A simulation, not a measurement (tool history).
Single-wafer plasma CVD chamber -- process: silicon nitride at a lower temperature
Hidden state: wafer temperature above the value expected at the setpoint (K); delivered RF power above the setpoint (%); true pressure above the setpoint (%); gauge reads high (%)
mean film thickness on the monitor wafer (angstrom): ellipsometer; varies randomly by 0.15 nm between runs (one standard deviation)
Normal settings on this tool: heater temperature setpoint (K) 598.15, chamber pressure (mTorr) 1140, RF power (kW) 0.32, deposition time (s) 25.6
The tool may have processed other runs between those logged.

run,hour,heater temperature setpoint (K),chamber pressure (mTorr),RF power (kW),deposition time (s),wafers since the last listed run,hours since the last thermocouple change,hours since the last RF generator calibration,hours since the last manometer calibration,hours since the showerhead was replaced,hours since the gauge calibration,"read-back reference wafer on the same gauge, thickness_nm",mean film thickness on the monitor wafer (angstrom)
1,0,598.15,1140,0.32,25.6,0,734.8,2131.2,769.3,5430.8,188.9,34.814,288.61
2,24.9,598.15,1140,0.32,25.6,594,759.7,2156.1,794.2,5455.7,213.8,34.769,288.2
3,54.2,598.15,1140,0.32,25.6,699,789,2185.4,823.5,5485,243.1,34.786,284.86
4,83.2,604.15,1140,0.32,25.6,692,818,2214.4,852.5,5514,272.1,34.812,289.69
5,97.8,604.15,1140,0.32,25.6,348,832.6,2229,867.1,5528.6,286.7,34.791,286.5
6,123.8,598.15,1140,0.32,25.6,620,858.6,2255,893.1,5554.6,312.7,34.781,284.22
7,152.3,608.15,1140,0.32,25.6,680,887.1,2283.5,921.6,5583.1,341.2,34.831,282.78
# hour 246: capacitance manometer re-zeroed and calibrated
8,248.1,608.15,1140,0.32,25.6,2095,982.9,2379.3,2.1,5678.9,437,34.778,287.83
9,277.3,608.15,1140,0.32,25.6,696,1012.1,2408.5,31.3,5708.1,466.2,34.797,286.09
10,302.5,598.15,1140,0.32,25.6,601,1037.3,2433.7,56.5,5733.3,491.4,34.81,283.48
# hour 382.9: thermocouple changed; heater temperature recalibrated
# hour 388.2: RF generator calibrated
11,388.7,598.15,1140,0.32,25.6,1740,5.8,0.5,142.7,5819.5,577.6,34.767,272.8
12,410.2,598.15,1140,0.32,25.6,513,27.3,22,164.2,5841,599.1,34.845,270.1
# hour 421.7: gauge calibrated
13,422.3,598.15,900,0.28,25.6,288,39.4,34.1,176.3,5853.1,0.6,34.779,228.32
# hour 445: showerhead replaced
14,455.5,598.15,1140,0.32,25.6,601,72.6,67.3,209.5,10.5,33.8,34.774,273.38
15,467.6,598.15,1140,0.32,22.1,288,84.7,79.4,221.6,22.6,45.9,34.749,235.51
16,502.3,588.15,1140,0.28,29.4,828,119.4,114.1,256.3,57.3,80.6,34.757,274.54
# hour 513: RF generator calibrated, repeated, since the last time left the tool worse
17,533.5,598.15,1240,0.35,28.5,553,150.6,20.5,287.5,88.5,111.8,34.782,366.4
18,560.8,607.15,960,0.34,23.7,651,177.9,47.8,314.8,115.8,139.1,34.797,279.86
19,576.7,598.15,1140,0.265,27.1,379,193.8,63.7,330.7,131.7,155,34.791,264.01
20,607.1,598.15,1140,0.375,21.9,725,224.2,94.1,361.1,162.1,185.4,34.765,291.98
21,631.8,598.15,1140,0.37,20.5,589,248.9,118.8,385.8,186.8,210.1,34.812,272.32
22,653.7,607.15,960,0.34,23.7,522,270.8,140.7,407.7,208.7,232,34.805,283.15
23,673.6,598.15,1140,0.255,29.6,474,290.7,160.6,427.6,228.6,251.9,34.806,276.93
24,700.5,584.15,1010,0.32,25.6,642,317.6,187.5,454.5,255.5,278.8,34.815,291.3
25,734.3,588.15,1140,0.35,27.1,806,351.4,221.3,488.3,289.3,312.6,34.775,343.38

Forecast each of these 4 alternatives for the next run:
A,734.7,598.15,1140,0.32,25.6,9,351.8,221.7,488.7,289.7,313,?,?
B,734.7,587.15,1370,0.28,22.5,9,351.8,221.7,488.7,289.7,313,?,?
C,734.7,589.15,1030,0.26,23.5,9,351.8,221.7,488.7,289.7,313,?,?
D,734.7,602.15,1030,0.355,25.6,9,351.8,221.7,488.7,289.7,313,?,?

run,"read-back reference wafer on the same gauge, thickness_nm",mean film thickness on the monitor wafer (angstrom)
A,34.851,299.36
B,34.851,243.14
C,34.851,219.66
D,34.851,318.91
Without the tool's unlogged condition, the same runs would have read:
run,mean film thickness on the monitor wafer (angstrom)
A,301.8
B,245.25
C,221.57
D,321.41
